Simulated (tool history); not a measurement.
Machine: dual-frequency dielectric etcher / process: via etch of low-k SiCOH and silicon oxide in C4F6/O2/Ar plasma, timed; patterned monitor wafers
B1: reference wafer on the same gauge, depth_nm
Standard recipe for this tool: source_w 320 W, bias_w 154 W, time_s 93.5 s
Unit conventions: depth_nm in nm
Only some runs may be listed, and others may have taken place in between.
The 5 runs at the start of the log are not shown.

-- hour=159.5 upper electrode replaced
run 6 hour=160.0 | source_w=320 bias_w=154 time_s=84.5 | B1=248.0 | depth_nm=218.5
run 7 hour=160.4 | source_w=320 bias_w=154 time_s=84.5 | B1=247.9 | depth_nm=218.6
-- hour=186.6 wet clean of the chamber
run 8 hour=187.1 | source_w=320 bias_w=154 time_s=84.5 | B1=248.3 | depth_nm=214.8
-- hour=188.4 gauge calibrated
run 9 hour=188.5 | source_w=320 bias_w=154 time_s=93.5 | B1=248.2 | depth_nm=238.4
-- hour=211.4 source power generator calibrated
run 10 hour=235.5 | source_w=320 bias_w=154 time_s=93.5 | B1=248.1 | depth_nm=245.0
run 11 hour=262.5 | source_w=320 bias_w=154 time_s=93.5 | B1=248.2 | depth_nm=244.9
run 12 hour=277.5 | source_w=320 bias_w=154 time_s=93.5 | B1=248.2 | depth_nm=243.7
run 13 hour=354.1 | source_w=320 bias_w=154 time_s=93.5 | B1=247.8 | depth_nm=244.8
run 14 hour=385.1 | source_w=380 bias_w=175 time_s=72.0 | B1=248.0 | depth_nm=216.3
run 15 hour=401.8 | source_w=370 bias_w=154 time_s=66.5 | B1=247.9 | depth_nm=188.4
run 16 hour=417.2 | source_w=290 bias_w=154 time_s=82.0 | B1=248.0 | depth_nm=204.2
run 17 hour=446.6 | source_w=290 bias_w=132 time_s=111.0 | B1=247.9 | depth_nm=260.9
run 18 hour=476.8 | source_w=250 bias_w=138 time_s=79.5 | B1=248.2 | depth_nm=173.5
run 19 hour=494.0 | source_w=370 bias_w=179 time_s=93.5 | B1=247.9 | depth_nm=279.7
run 20 hour=523.1 | source_w=320 bias_w=123 time_s=93.5 | B1=248.0 | depth_nm=226.6
-- hour=551.0 bias power generator calibrated
run 21 hour=551.5 | source_w=320 bias_w=154 time_s=93.5 | B1=247.9 | depth_nm=245.8
run 22 hour=570.7 | source_w=270 bias_w=154 time_s=118.5 | B1=247.9 | depth_nm=283.5
run 23 hour=584.5 | source_w=320 bias_w=154 time_s=93.5 | B1=248.0 | depth_nm=246.0
run 24 hour=619.6 | source_w=350 bias_w=125 time_s=113.5 | B1=248.1 | depth_nm=289.4
run 25 hour=644.2 | source_w=360 bias_w=117 time_s=93.5 | B1=248.0 | depth_nm=236.5
run 26 hour=662.2 | source_w=300 bias_w=186 time_s=75.0 | B1=248.0 | depth_nm=205.0

Run 27 is up next; what results do you expect?
run 27 hour=675.6 | source_w=320 bias_w=154 time_s=93.5 | B1=? | depth_nm=?

B1: 248.1
depth_nm: 245.8 nm
The same run, on a tool lacking any hidden state, would have yielded depth_nm 243.6 nm.
